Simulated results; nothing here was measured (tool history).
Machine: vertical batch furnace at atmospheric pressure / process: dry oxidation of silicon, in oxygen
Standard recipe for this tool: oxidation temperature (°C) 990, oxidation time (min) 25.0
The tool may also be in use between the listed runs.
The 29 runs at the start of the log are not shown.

| run | hour | oxidation temperature (°C) | oxidation time (min) | read-back reference wafer on the same gauge, thickness | oxide thickness on the monitor wafer (angstrom) |
|---|---|---|---|---|---|
| 30 | 389.8 | 1006 | 25.0 | 30.52 | 370.8 |
| 31 | 398.2 | 971 | 25.0 | 30.50 | 285.8 |
|  | 429.9 | gauge calibrated |
| 32 | 448.0 | 999 | 25.0 | 30.51 | 349.3 |
| 33 | 464.9 | 999 | 30.0 | 30.50 | 383.3 |
| 34 | 481.1 | 990 | 25.0 | 30.50 | 324.5 |
| 35 | 489.3 | 1004 | 21.5 | 30.50 | 338.7 |
| 36 | 497.4 | 990 | 25.0 | 30.51 | 324.0 |
| 37 | 512.9 | 1004 | 21.5 | 30.51 | 339.7 |
| 38 | 523.9 | 1007 | 25.0 | 30.48 | 373.8 |
| 39 | 531.7 | 999 | 30.0 | 30.49 | 383.1 |
| 40 | 549.4 | 1005 | 35.5 | 30.50 | 440.9 |

3 ways to go on from here, each from the tool as it stands after run 40. What would each give?
| A | 553.9 | 1013 | 25.0 | ? | ? |
| B | 553.9 | 990 | 30.0 | ? | ? |
| C | 553.9 | 1004 | 25.0 | ? | ? |

| run | read-back reference wafer on the same gauge, thickness | oxide thickness on the monitor wafer (angstrom) |
|---|---|---|
| A | 30.51 | 393.2 |
| B | 30.51 | 354.6 |
| C | 30.51 | 365.1 |
With the hidden condition removed and each run's random variation left untouched, the same runs would have given:
| run | oxide thickness on the monitor wafer (angstrom) |
|---|---|
| A | 390.4 |
| B | 352.0 |
| C | 362.4 |
